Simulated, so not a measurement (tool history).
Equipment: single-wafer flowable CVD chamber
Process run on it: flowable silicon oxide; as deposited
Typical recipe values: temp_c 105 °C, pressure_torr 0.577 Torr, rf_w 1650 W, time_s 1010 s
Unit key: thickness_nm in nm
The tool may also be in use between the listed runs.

run,hour,temp_c,pressure_torr,rf_w,time_s,wafers since the last listed run,hours since the last thermocouple change,hours since the last RF generator calibration,hours since the last manometer calibration,hours since the showerhead was replaced,hours since the gauge calibration,"read-back reference wafer on the same gauge, thickness_nm",thickness_nm
1,0.0,105,0.577,1650,1010,0,2088.5,965.9,1482.7,8778.7,129.8,337.009,300.842
2,11.3,105,0.577,1650,1010,28,2099.8,977.2,1494.0,8790.0,141.1,337.044,299.409
3,21.9,105,0.577,1650,1010,26,2110.4,987.8,1504.6,8800.6,151.7,337.190,301.585
4,36.5,105,0.577,1650,1010,36,2125.0,1002.4,1519.2,8815.2,166.3,337.073,300.726
5,48.8,105,0.577,1650,1160,30,2137.3,1014.7,1531.5,8827.5,178.6,337.143,345.191
6,63.9,105,0.577,1650,1160,38,2152.4,1029.8,1546.6,8842.6,193.7,337.059,345.012
7,74.3,105,0.577,1650,1010,26,2162.8,1040.2,1557.0,8853.0,204.1,337.278,298.460
# hour 83.6: capacitance manometer re-zeroed and calibrated
# hour 84.8: thermocouple changed; heater temperature recalibrated
# hour 90.5: gauge calibrated
# hour 92.3: RF generator calibrated
8,92.8,105,0.577,1650,1010,4,8.0,0.5,9.2,8871.5,2.3,337.102,286.047
9,99.5,94,0.524,1815,1070,16,14.7,7.2,15.9,8878.2,9.0,337.089,415.109
10,112.8,97,0.459,1795,1090,33,28.0,20.5,29.2,8891.5,22.3,337.064,335.281
# hour 124.6: capacitance manometer re-zeroed and calibrated, repeated, since the last time left the tool worse
11,125.6,105,0.469,1650,1010,12,40.8,33.3,1.0,8904.3,35.1,337.127,256.638
12,131.9,105,0.577,1650,1010,15,47.1,39.6,7.3,8910.6,41.4,336.965,312.895
# hour 140.4: showerhead replaced
13,146.6,96,0.577,1650,860,16,61.8,54.3,22.0,6.2,56.1,336.820,364.219
14,162.1,105,0.577,1490,1010,39,77.3,69.8,37.5,21.7,71.6,337.074,300.201
15,198.9,105,0.577,1420,1010,92,114.1,106.6,74.3,58.5,108.4,337.014,293.881

Hidden state at the last listed run before each entry between runs and at the first one after, where it differs:
After run 7, before run 8: capacitance manometer re-zeroed and calibrated (hour 83.6); thermocouple changed; heater temperature recalibrated (hour 84.8); gauge calibrated (hour 90.5); RF generator calibrated (hour 92.3)
  true pressure above the setpoint (%): -6.1 -> -10.3
  what was measured, less what the result would be without the hidden state, thickness_nm: -19.216 -> -32.203 nm
After run 10, before run 11: capacitance manometer re-zeroed and calibrated, repeated, since the last time left the tool worse (hour 124.6)
  true pressure above the setpoint (%): -10.4 -> -1.46
  what was measured, less what the result would be without the hidden state, thickness_nm: -39.254 -> -3.880 nm
After run 12, before run 13: showerhead replaced (hour 140.4)
  true pressure above the setpoint (%): -1.48 -> -1.54
  what was measured, less what the result would be without the hidden state, thickness_nm: -4.694 -> -5.679 nm

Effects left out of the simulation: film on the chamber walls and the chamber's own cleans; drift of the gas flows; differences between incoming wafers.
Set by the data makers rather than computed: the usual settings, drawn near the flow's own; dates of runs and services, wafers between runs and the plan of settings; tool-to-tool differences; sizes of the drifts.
